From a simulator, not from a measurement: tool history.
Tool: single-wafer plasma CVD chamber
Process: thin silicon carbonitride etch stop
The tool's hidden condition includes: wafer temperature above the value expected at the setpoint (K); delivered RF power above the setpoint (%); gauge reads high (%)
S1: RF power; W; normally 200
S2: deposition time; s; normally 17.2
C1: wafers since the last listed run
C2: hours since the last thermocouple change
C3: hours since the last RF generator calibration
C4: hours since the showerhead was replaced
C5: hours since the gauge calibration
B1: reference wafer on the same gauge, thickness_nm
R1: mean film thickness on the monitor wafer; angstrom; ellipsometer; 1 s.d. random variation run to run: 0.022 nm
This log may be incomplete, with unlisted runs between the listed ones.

run   hour   S1    S2    C1      C2      C3      C4     C5     B1     R1
  1      0  200  17.2     0  1954.1  1307.2  2993.5  170.1   9.01  81.85
  2   22.6  200  17.2   735  1976.7  1329.8  3016.1  192.7  9.016  81.85
  3   40.6  200  17.2   585  1994.7  1347.8  3034.1  210.7  9.024  81.92
  4   71.1  185  17.2   992  2025.2  1378.3  3064.6  241.2  9.031  79.89
  5     98  200  17.2   875  2052.1  1405.2  3091.5  268.1  9.044  82.51
  6  117.7  200  17.2   641  2071.8  1424.9  3111.2  287.8   9.06  82.54
  7  161.9  200  17.2  1438    2116  1469.1  3155.4    332  9.073   82.4
     170.5  -- showerhead replaced
     182.3  -- thermocouple changed; heater temperature recalibrated
  8  222.2  200  17.2  1441    39.9  1529.4    51.7  392.3  9.109  83.22
     240.5  -- gauge calibrated
  9  251.5  200  20.6   953    69.2  1558.7      81     11  8.978  97.79
 10  271.8  200    19   660    89.5    1579   101.3   31.3  8.978  90.31
     287.1  -- RF generator calibrated
 11  307.2  235  14.1   891   124.9    20.1   136.7   66.7  8.979  71.03
 12  332.1  180  17.2   810   149.8      45   161.6   91.6  8.983  79.11
 13  352.9  235    15   676   170.6    65.8   182.4  112.4  8.987  75.03
 14  378.8  215  19.7   842   196.5    91.7   208.3  138.3  8.999  96.34

Alternative continuations, all from the tool just after run 14; predict every row:
  A  379.2  200  13.8  13  196.9  92.1  208.7  138.7   ?   ?
  B  379.2  165  15.9  13  196.9  92.1  208.7  138.7   ?   ?
  C  379.2  200  19.5  13  196.9  92.1  208.7  138.7   ?   ?
  D  379.2  200  16.3  13  196.9  92.1  208.7  138.7   ?   ?
  E  379.2  185  16.2  13  196.9  92.1  208.7  138.7   ?   ?

run    B1     R1
  A  8.99  65.81
  B  8.99  71.09
  C  8.99     93
  D  8.99  77.73
  E  8.99  75.28
The same runs, with their run-to-run variation unchanged, on a tool lacking any hidden condition would have given:
run     R1
  A  65.65
  B  70.92
  C  92.77
  D  77.55
  E   75.1
